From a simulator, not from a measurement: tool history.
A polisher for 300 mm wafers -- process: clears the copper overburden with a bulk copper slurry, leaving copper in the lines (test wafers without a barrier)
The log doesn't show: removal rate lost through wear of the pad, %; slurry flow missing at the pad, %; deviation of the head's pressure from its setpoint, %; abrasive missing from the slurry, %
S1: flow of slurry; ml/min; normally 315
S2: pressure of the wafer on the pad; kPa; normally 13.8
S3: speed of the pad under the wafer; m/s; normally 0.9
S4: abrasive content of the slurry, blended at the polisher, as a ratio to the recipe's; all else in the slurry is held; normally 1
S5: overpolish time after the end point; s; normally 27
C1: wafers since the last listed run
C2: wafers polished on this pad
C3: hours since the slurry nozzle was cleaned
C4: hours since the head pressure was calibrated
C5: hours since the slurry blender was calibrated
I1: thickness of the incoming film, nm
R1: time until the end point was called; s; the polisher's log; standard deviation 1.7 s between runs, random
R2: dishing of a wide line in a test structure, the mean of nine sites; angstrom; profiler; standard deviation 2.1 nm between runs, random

run   hour   S1    S2    S3    S4  S5   C1    C2     C3      C4     C5     I1     R1    R2
  1      0  290  13.8   0.9   0.8  27    0   799  267.2  1266.9  129.9  494.8  106.1   846
      16.9  -- slurry blender recalibrated
        28  -- slurry nozzle cleaned
  2   34.2  290  13.8   0.9   0.8  27  248  1048    6.2  1301.1   17.3  488.4  108.7   781
      39.4  -- worn pad replaced by a new one
  3   40.5  315  13.8   0.9     1  27   18     8   12.5  1307.4   23.6  480.2   87.8   884
  4   50.4  315  13.8   0.9     1  27   78    87   22.4  1317.3   33.5  485.3   89.2   885
  5   56.8  315  13.8   0.9     1  27   50   138   28.8  1323.7   39.9  484.9   90.2   911
  6   67.5  315  13.8   0.9     1  27   85   223   39.5  1334.4   50.6  482.5     91   901
      78.3  -- head pressure recalibrated
  7   78.8  240  13.8   0.9     1  27   74   297   50.8     0.5   61.9  492.1   95.4   907
  8   92.9  245  12.4  0.68  1.15  27  112   409   64.9    14.6     76  478.8  129.9   659
  9  108.2  285  13.8   1.2   1.2  40  121   531   80.2    29.9   91.3  483.6   67.8  1287
 10  126.1  360  13.8  0.64     1  27  142   674   98.1    47.8  109.2  481.2  132.5   714
 11  134.9  315  13.8  1.16     1  27   70   744  106.9    56.6    118    477   74.3  1023
 12  141.6  315  13.8  0.64     1  21   53   797  113.6    63.3  124.7  485.8  133.2   542
 13  152.3  315  13.8  1.04     1  33   85   882  124.3      74  135.4  476.9   81.8  1025
     159.8  -- slurry blender recalibrated
 14  168.7  315  13.8   0.7  0.85  27  114   997  140.7    90.4    8.9  489.5  135.1   650
     176.7  -- worn pad replaced by a new one
 15  183.8  315  13.8   0.9     1  27   88    56  155.8   105.5     24  476.3   85.5   901
 16  200.9  315  18.6   0.9   0.7  27  136   192  172.9   122.6   41.1  485.4     73  1034
 17  218.5  315  13.8  0.76     1  27  140   332  190.5   140.2   58.7  487.7  105.9   792
 18  229.4  235  18.6   0.9     1  17   86   419  201.4   151.1   69.6  481.9   68.5   808
 19  247.1  315  13.8   0.9     1  27  140   560  219.1   168.8   87.3  491.4   95.4   897
 20  264.8  315  13.8   0.9  0.75  27  140   701  236.8   186.5    105  484.1  100.5   798
 21  276.2  315  13.8   0.9   0.8  27   90   792  248.2   197.9  116.4  485.4  102.7   847
 22  288.1  390   9.7  1.18  1.15  27   94   887  260.1   209.8  128.3  481.6  102.2   779
     299.6  -- worn pad replaced by a new one
 23  301.8  315  13.8   1.1  0.85  27   77    17  273.8   223.5    142  481.6   75.1   967
     322.9  -- slurry blender recalibrated
     344.4  -- slurry nozzle cleaned
 24  349.5  315  13.8   0.9     1  27  355   373    5.1   271.2   26.6  477.1   86.4   850
 25  358.3  360  13.8  1.12   1.1  27   70   443   13.9     280   35.4  492.7   70.5  1010
 26  368.6  315  13.8  0.68     1  33   82   525   24.2   290.3   45.7  485.4  123.7   839
 27  375.9  315  13.8   0.9     1  27   58   583   31.5   297.6     53  490.8   94.5   884

Forecast each of these 5 alternatives for the next run:
  A  376.4  315  13.8  0.9     1  40   3  587  32  298.1  53.5  481.1   ?   ?
  B  376.4  315  13.8  0.9  1.15  27   3  587  32  298.1  53.5  481.1   ?   ?
  C  376.4  400  13.8  1.1     1  27   3  587  32  298.1  53.5  481.1   ?   ?
  D  376.4  225   9.7  0.9   0.8  17   3  587  32  298.1  53.5  481.1   ?   ?
  E  376.4  315  13.8  0.9  0.85  27   3  587  32  298.1  53.5  481.1   ?   ?

run     R1    R2
  A   92.2  1057
  B   89.2   861
  C   74.1   962
  D  144.3   413
  E     96   821
Without the tool's hidden state the same runs would have given:
run     R1    R2
  A   88.3  1080
  B   85.4   885
  C   70.9   986
  D  138.1   427
  E   91.9   845
